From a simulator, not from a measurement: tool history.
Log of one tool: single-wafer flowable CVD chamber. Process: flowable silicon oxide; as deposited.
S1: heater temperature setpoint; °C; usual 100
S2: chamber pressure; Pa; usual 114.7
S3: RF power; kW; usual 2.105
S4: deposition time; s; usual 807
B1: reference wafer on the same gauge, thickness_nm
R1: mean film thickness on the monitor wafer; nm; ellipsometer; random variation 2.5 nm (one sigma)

{"run": 1, "day": 0.0, "S1": 88, "S2": 114.7, "S3": 2.105, "S4": 807, "B1": 459.905, "R1": 837.333}
{"run": 2, "day": 2.667, "S1": 88, "S2": 114.7, "S3": 2.105, "S4": 807, "B1": 459.462, "R1": 848.282}
{"day": 4.192, "done": "RF generator calibrated"}
{"run": 3, "day": 5.471, "S1": 93, "S2": 114.7, "S3": 2.105, "S4": 807, "B1": 460.739, "R1": 700.424}
{"run": 4, "day": 7.996, "S1": 100, "S2": 114.7, "S3": 2.105, "S4": 807, "B1": 461.188, "R1": 539.792}
{"run": 5, "day": 10.55, "S1": 100, "S2": 94.4, "S3": 2.105, "S4": 888, "B1": 459.596, "R1": 491.82}
{"run": 6, "day": 12.846, "S1": 100, "S2": 94.4, "S3": 2.105, "S4": 888, "B1": 461.257, "R1": 486.435}
{"run": 7, "day": 15.2, "S1": 100, "S2": 94.4, "S3": 2.105, "S4": 888, "B1": 458.786, "R1": 487.966}
{"run": 8, "day": 18.133, "S1": 100, "S2": 114.7, "S3": 2.105, "S4": 807, "B1": 459.63, "R1": 541.182}
{"run": 9, "day": 20.021, "S1": 100, "S2": 114.7, "S3": 2.105, "S4": 807, "B1": 458.75, "R1": 542.886}
{"run": 10, "day": 22.762, "S1": 100, "S2": 114.7, "S3": 2.105, "S4": 807, "B1": 460.138, "R1": 539.537}
{"run": 11, "day": 27.958, "S1": 100, "S2": 114.7, "S3": 2.105, "S4": 807, "B1": 459.487, "R1": 539.841}
{"run": 12, "day": 30.821, "S1": 100, "S2": 114.7, "S3": 2.105, "S4": 807, "B1": 459.345, "R1": 543.444}
{"run": 13, "day": 33.175, "S1": 100, "S2": 135.1, "S3": 2.225, "S4": 807, "B1": 460.137, "R1": 636.596}
{"run": 14, "day": 35.896, "S1": 100, "S2": 114.7, "S3": 2.105, "S4": 807, "B1": 460.195, "R1": 539.825}
{"day": 36.246, "done": "gauge calibrated"}
{"run": 15, "day": 38.317, "S1": 100, "S2": 114.7, "S3": 2.105, "S4": 807, "B1": 460.942, "R1": 532.948}
{"run": 16, "day": 39.912, "S1": 100, "S2": 97.1, "S3": 2.105, "S4": 964, "B1": 460.032, "R1": 546.404}
{"run": 17, "day": 41.162, "S1": 100, "S2": 114.7, "S3": 2.105, "S4": 807, "B1": 460.436, "R1": 539.511}

The next listed run, before its measurement:
{"run": 18, "day": 43.612, "S1": 94, "S2": 126.8, "S3": 1.77, "S4": 723, "B1": "?", "R1": "?"}

Run 18 gave B1 460.347, R1 643.022 nm.
Without the tool's hidden state the same run would have given R1 671.585 nm.

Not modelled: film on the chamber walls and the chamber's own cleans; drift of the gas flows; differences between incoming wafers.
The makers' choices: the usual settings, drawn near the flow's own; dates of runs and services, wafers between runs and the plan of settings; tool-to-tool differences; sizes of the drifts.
